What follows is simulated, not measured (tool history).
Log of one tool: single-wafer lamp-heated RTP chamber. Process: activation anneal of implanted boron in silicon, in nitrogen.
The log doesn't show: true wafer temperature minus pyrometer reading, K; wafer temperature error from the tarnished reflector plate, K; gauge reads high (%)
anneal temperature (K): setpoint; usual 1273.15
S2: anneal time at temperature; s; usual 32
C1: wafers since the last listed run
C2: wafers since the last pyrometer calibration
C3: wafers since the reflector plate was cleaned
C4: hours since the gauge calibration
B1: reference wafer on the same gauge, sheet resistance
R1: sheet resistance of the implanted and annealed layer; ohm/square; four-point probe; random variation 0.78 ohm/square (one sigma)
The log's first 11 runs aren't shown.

Run 12, day 12.754: usual settings but anneal temperature (K) 1292.15; C1 303; C2 3891; C3 2189; C4 972.4; B1 219.20. Result: R1 218.42 ohm/square.
Run 13, day 13.350: usual settings; C1 260; C2 4151; C3 2449; C4 986.7; B1 219.38. Result: R1 221.96 ohm/square.
Run 14, day 14.246: usual settings but anneal temperature (K) 1254.15, S2 13 s; C1 390; C2 4542; C3 2840; C4 1008.2; B1 219.41. Result: R1 241.50 ohm/square.
Run 15, day 15.238: usual settings but anneal temperature (K) 1253.15, S2 48 s; C1 432; C2 4975; C3 3273; C4 1032.0; B1 219.80. Result: R1 230.89 ohm/square.
Run 16, day 15.792: usual settings but S2 37 s; C1 241; C2 5217; C3 3515; C4 1045.3; B1 219.99. Result: R1 223.19 ohm/square.
At day 16.588: pyrometer window cleaned and pyrometer calibrated.
Run 17, day 17.171: usual settings but anneal temperature (K) 1252.15; C1 456; C2 254; C3 3971; C4 1078.4; B1 220.34. Result: R1 233.83 ohm/square.
At day 18.300: reflector plate cleaned.
Run 18, day 18.479: usual settings; C1 425; C2 679; C3 78; C4 1109.8; B1 220.68. Result: R1 223.77 ohm/square.
Run 19, day 19.888: usual settings; C1 614; C2 1294; C3 693; C4 1143.6; B1 221.08. Result: R1 224.26 ohm/square.
Run 20, day 20.783: usual settings but anneal temperature (K) 1299.15, S2 27 s; C1 390; C2 1685; C3 1084; C4 1165.1; B1 221.24. Result: R1 219.57 ohm/square.
Run 21, day 21.692: usual settings but anneal temperature (K) 1300.15, S2 22 s; C1 396; C2 2081; C3 1480; C4 1186.9; B1 221.46. Result: R1 219.11 ohm/square.
Run 22, day 22.967: usual settings; C1 556; C2 2638; C3 2037; C4 1217.5; B1 221.73. Result: R1 225.67 ohm/square.
At day 23.242: gauge calibrated.
Run 23, day 24.333: usual settings but S2 23 s; C1 596; C2 3234; C3 2633; C4 26.2; B1 215.03. Result: R1 219.55 ohm/square.
Run 24, day 25.033: usual settings but anneal temperature (K) 1262.15, S2 22 s; C1 305; C2 3540; C3 2939; C4 43.0; B1 215.18. Result: R1 226.21 ohm/square.
Run 25, day 26.317: usual settings but anneal temperature (K) 1255.15, S2 18 s; C1 560; C2 4100; C3 3499; C4 73.8; B1 214.93. Result: R1 232.99 ohm/square.
Run 26, day 27.662: usual settings but anneal temperature (K) 1253.15, S2 23 s; C1 587; C2 4687; C3 4086; C4 106.1; B1 215.14. Result: R1 232.84 ohm/square.
At day 28.117: reflector plate cleaned.
At day 29.262: pyrometer window cleaned and pyrometer calibrated.
Run 27, day 29.283: usual settings; C1 416; C2 8; C3 364; C4 145.0; B1 215.23. Result: R1 217.50 ohm/square.
Run 28, day 29.712: usual settings but anneal temperature (K) 1249.15, S2 45 s; C1 187; C2 195; C3 551; C4 155.3; B1 215.15. Result: R1 229.73 ohm/square.
Run 29, day 31.033: usual settings but anneal temperature (K) 1250.15, S2 26 s; C1 576; C2 772; C3 1127; C4 187.0; B1 215.15. Result: R1 233.72 ohm/square.
Run 30, day 32.142: usual settings but anneal temperature (K) 1249.15, S2 21 s; C1 483; C2 1255; C3 1611; C4 213.6; B1 215.08. Result: R1 238.63 ohm/square.
Run 31, day 33.021: usual settings but anneal temperature (K) 1249.15, S2 24 s; C1 383; C2 1639; C3 1995; C4 234.7; B1 215.34. Result: R1 235.74 ohm/square.
Run 32, day 33.762: usual settings but anneal temperature (K) 1246.15, S2 18 s; C1 323; C2 1963; C3 2319; C4 252.5; B1 215.41. Result: R1 244.13 ohm/square.
Run 33, day 34.796: usual settings; C1 451; C2 2414; C3 2770; C4 277.3; B1 215.26. Result: R1 218.55 ohm/square.
Run 34, day 38.267: usual settings but anneal temperature (K) 1282.15, S2 41 s; C1 1514; C2 3929; C3 4285; C4 360.6; B1 215.56. Result: R1 215.96 ohm/square.
At day 38.754: reflector plate cleaned.
Run 35, day 39.633: usual settings but S2 42 s; C1 451; C2 4380; C3 382; C4 393.4; B1 215.83. Result: R1 216.88 ohm/square.
At day 40.638: pyrometer window cleaned and pyrometer calibrated.
Run 36, day 40.783: usual settings but anneal temperature (K) 1291.15, S2 41 s; C1 356; C2 63; C3 739; C4 421.0; B1 216.02. Result: R1 215.32 ohm/square.

4 ways to go on from here, each from the tool as it stands after run 36. What would each give?
Run A, day 40.800: usual settings; C1 7; C2 71; C3 746; C4 421.4; B1 ?. Result: R1 ?.
Run B, day 40.800: usual settings but anneal temperature (K) 1281.15; C1 7; C2 71; C3 746; C4 421.4; B1 ?. Result: R1 ?.
Run C, day 40.800: usual settings but anneal temperature (K) 1261.15, S2 14 s; C1 7; C2 71; C3 746; C4 421.4; B1 ?. Result: R1 ?.
Run D, day 40.800: usual settings but anneal temperature (K) 1289.15, S2 18 s; C1 7; C2 71; C3 746; C4 421.4; B1 ?. Result: R1 ?.

run      B1      R1
  A  216.08  219.13
  B  216.08  216.72
  C  216.08  230.22
  D  216.08  216.53
Without the tool's hidden state the same runs would have given:
run      R1
  A  219.24
  B  216.82
  C  230.32
  D  216.63
